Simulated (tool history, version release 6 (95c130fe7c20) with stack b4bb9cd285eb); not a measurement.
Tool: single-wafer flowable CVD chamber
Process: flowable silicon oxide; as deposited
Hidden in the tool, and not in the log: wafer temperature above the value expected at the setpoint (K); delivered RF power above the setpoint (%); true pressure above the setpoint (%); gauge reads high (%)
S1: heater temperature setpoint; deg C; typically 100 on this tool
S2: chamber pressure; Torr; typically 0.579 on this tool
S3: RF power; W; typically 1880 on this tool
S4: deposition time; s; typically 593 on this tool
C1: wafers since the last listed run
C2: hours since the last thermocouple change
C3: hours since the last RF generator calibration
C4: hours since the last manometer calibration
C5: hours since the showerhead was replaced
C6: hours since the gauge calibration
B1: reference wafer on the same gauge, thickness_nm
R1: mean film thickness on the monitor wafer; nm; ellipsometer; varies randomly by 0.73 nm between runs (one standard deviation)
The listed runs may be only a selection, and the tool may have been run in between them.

run 1 hour=0.0 | S1=100 S2=0.579 S3=1880 S4=593 | C1=0 C2=2445.0 C3=1848.7 C4=219.7 C5=2251.2 C6=803.6 | B1=193.924 | R1=220.026
run 2 hour=47.4 | S1=100 S2=0.579 S3=1880 S4=593 | C1=210 C2=2492.4 C3=1896.1 C4=267.1 C5=2298.6 C6=851.0 | B1=193.915 | R1=221.107
run 3 hour=113.8 | S1=100 S2=0.646 S3=1880 S4=593 | C1=294 C2=2558.8 C3=1962.5 C4=333.5 C5=2365.0 C6=917.4 | B1=193.917 | R1=245.024
run 4 hour=144.8 | S1=100 S2=0.646 S3=1880 S4=593 | C1=137 C2=2589.8 C3=1993.5 C4=364.5 C5=2396.0 C6=948.4 | B1=193.959 | R1=244.433
run 5 hour=178.4 | S1=100 S2=0.646 S3=1880 S4=593 | C1=149 C2=2623.4 C3=2027.1 C4=398.1 C5=2429.6 C6=982.0 | B1=194.034 | R1=245.359
run 6 hour=221.6 | S1=100 S2=0.472 S3=1880 S4=593 | C1=191 C2=2666.6 C3=2070.3 C4=441.3 C5=2472.8 C6=1025.2 | B1=194.123 | R1=180.055
-- hour=271.3 RF generator calibrated
run 7 hour=280.5 | S1=100 S2=0.579 S3=1880 S4=536 | C1=225 C2=2725.5 C3=9.2 C4=500.2 C5=2531.7 C6=1084.1 | B1=193.868 | R1=197.187
run 8 hour=332.3 | S1=100 S2=0.579 S3=1880 S4=536 | C1=229 C2=2777.3 C3=61.0 C4=552.0 C5=2583.5 C6=1135.9 | B1=193.968 | R1=197.913
-- hour=361.6 gauge calibrated
run 9 hour=374.4 | S1=100 S2=0.579 S3=1880 S4=593 | C1=186 C2=2819.4 C3=103.1 C4=594.1 C5=2625.6 C6=12.8 | B1=194.141 | R1=217.550
run 10 hour=411.5 | S1=100 S2=0.579 S3=1880 S4=593 | C1=164 C2=2856.5 C3=140.2 C4=631.2 C5=2662.7 C6=49.9 | B1=193.967 | R1=217.648
run 11 hour=481.2 | S1=100 S2=0.579 S3=1880 S4=593 | C1=309 C2=2926.2 C3=209.9 C4=700.9 C5=2732.4 C6=119.6 | B1=193.917 | R1=218.099
run 12 hour=534.0 | S1=100 S2=0.579 S3=1880 S4=593 | C1=234 C2=2979.0 C3=262.7 C4=753.7 C5=2785.2 C6=172.4 | B1=194.087 | R1=217.073
-- hour=544.3 thermocouple changed; heater temperature recalibrated
-- hour=577.5 showerhead replaced
run 13 hour=580.2 | S1=100 S2=0.579 S3=1880 S4=491 | C1=134 C2=35.9 C3=308.9 C4=799.9 C5=2.7 C6=218.6 | B1=193.783 | R1=185.616
run 14 hour=643.1 | S1=96 S2=0.579 S3=2000 S4=593 | C1=279 C2=98.8 C3=371.8 C4=862.8 C5=65.6 C6=281.5 | B1=194.005 | R1=258.765
run 15 hour=701.5 | S1=100 S2=0.646 S3=1880 S4=593 | C1=259 C2=157.2 C3=430.2 C4=921.2 C5=124.0 C6=339.9 | B1=193.966 | R1=250.520
run 16 hour=754.9 | S1=106 S2=0.579 S3=1880 S4=593 | C1=236 C2=210.6 C3=483.6 C4=974.6 C5=177.4 C6=393.3 | B1=193.961 | R1=183.271
run 17 hour=790.4 | S1=100 S2=0.459 S3=2100 S4=486 | C1=157 C2=246.1 C3=519.1 C4=1010.1 C5=212.9 C6=428.8 | B1=194.027 | R1=151.233
run 18 hour=833.4 | S1=86 S2=0.639 S3=1880 S4=507 | C1=190 C2=289.1 C3=562.1 C4=1053.1 C5=255.9 C6=471.8 | B1=193.784 | R1=331.493
run 19 hour=871.2 | S1=100 S2=0.579 S3=1660 S4=593 | C1=167 C2=326.9 C3=599.9 C4=1090.9 C5=293.7 C6=509.6 | B1=193.815 | R1=217.670
-- hour=905.7 capacitance manometer re-zeroed and calibrated
run 20 hour=1032.2 | S1=96 S2=0.579 S3=1570 S4=522 | C1=679 C2=487.9 C3=760.9 C4=126.5 C5=454.7 C6=670.6 | B1=193.951 | R1=212.238
run 21 hour=1092.6 | S1=100 S2=0.579 S3=1880 S4=537 | C1=268 C2=548.3 C3=821.3 C4=186.9 C5=515.1 C6=731.0 | B1=194.050 | R1=202.581
run 22 hour=1120.8 | S1=100 S2=0.579 S3=1880 S4=593 | C1=125 C2=576.5 C3=849.5 C4=215.1 C5=543.3 C6=759.2 | B1=194.035 | R1=224.802
run 23 hour=1156.8 | S1=100 S2=0.459 S3=2100 S4=486 | C1=159 C2=612.5 C3=885.5 C4=251.1 C5=579.3 C6=795.2 | B1=194.083 | R1=150.259
run 24 hour=1204.4 | S1=100 S2=0.579 S3=2185 S4=593 | C1=211 C2=660.1 C3=933.1 C4=298.7 C5=626.9 C6=842.8 | B1=194.017 | R1=230.919
run 25 hour=1275.4 | S1=100 S2=0.579 S3=1880 S4=593 | C1=315 C2=731.1 C3=1004.1 C4=369.7 C5=697.9 C6=913.8 | B1=193.894 | R1=224.050
run 26 hour=1347.5 | S1=100 S2=0.637 S3=1880 S4=593 | C1=319 C2=803.2 C3=1076.2 C4=441.8 C5=770.0 C6=985.9 | B1=194.064 | R1=248.248
run 27 hour=1381.6 | S1=100 S2=0.471 S3=2220 S4=593 | C1=151 C2=837.3 C3=1110.3 C4=475.9 C5=804.1 C6=1020.0 | B1=194.093 | R1=189.926

5 options for the next run, each taken on its own from the tool as it stands now. Forecast them:
run A hour=1382.2 | S1=87 S2=0.579 S3=1880 S4=593 | C1=2 C2=837.9 C3=1110.9 C4=476.5 C5=804.7 C6=1020.6 | B1=? | R1=?
run B hour=1382.2 | S1=100 S2=0.668 S3=1880 S4=593 | C1=2 C2=837.9 C3=1110.9 C4=476.5 C5=804.7 C6=1020.6 | B1=? | R1=?
run C hour=1382.2 | S1=100 S2=0.664 S3=1775 S4=593 | C1=2 C2=837.9 C3=1110.9 C4=476.5 C5=804.7 C6=1020.6 | B1=? | R1=?
run D hour=1382.2 | S1=87 S2=0.579 S3=1985 S4=593 | C1=2 C2=837.9 C3=1110.9 C4=476.5 C5=804.7 C6=1020.6 | B1=? | R1=?
run E hour=1382.2 | S1=93 S2=0.638 S3=2095 S4=593 | C1=2 C2=837.9 C3=1110.9 C4=476.5 C5=804.7 C6=1020.6 | B1=? | R1=?

run=A B1=194.224 R1=339.217
run=B B1=194.224 R1=257.843
run=C B1=194.224 R1=252.117
run=D B1=194.224 R1=343.940
run=E B1=194.224 R1=317.498
Take away the tool's hidden state, keep each run's random variation, and the runs would have read:
run=A R1=342.344
run=B R1=260.594
run=C R1=254.807
run=D R1=347.109
run=E R1=320.815
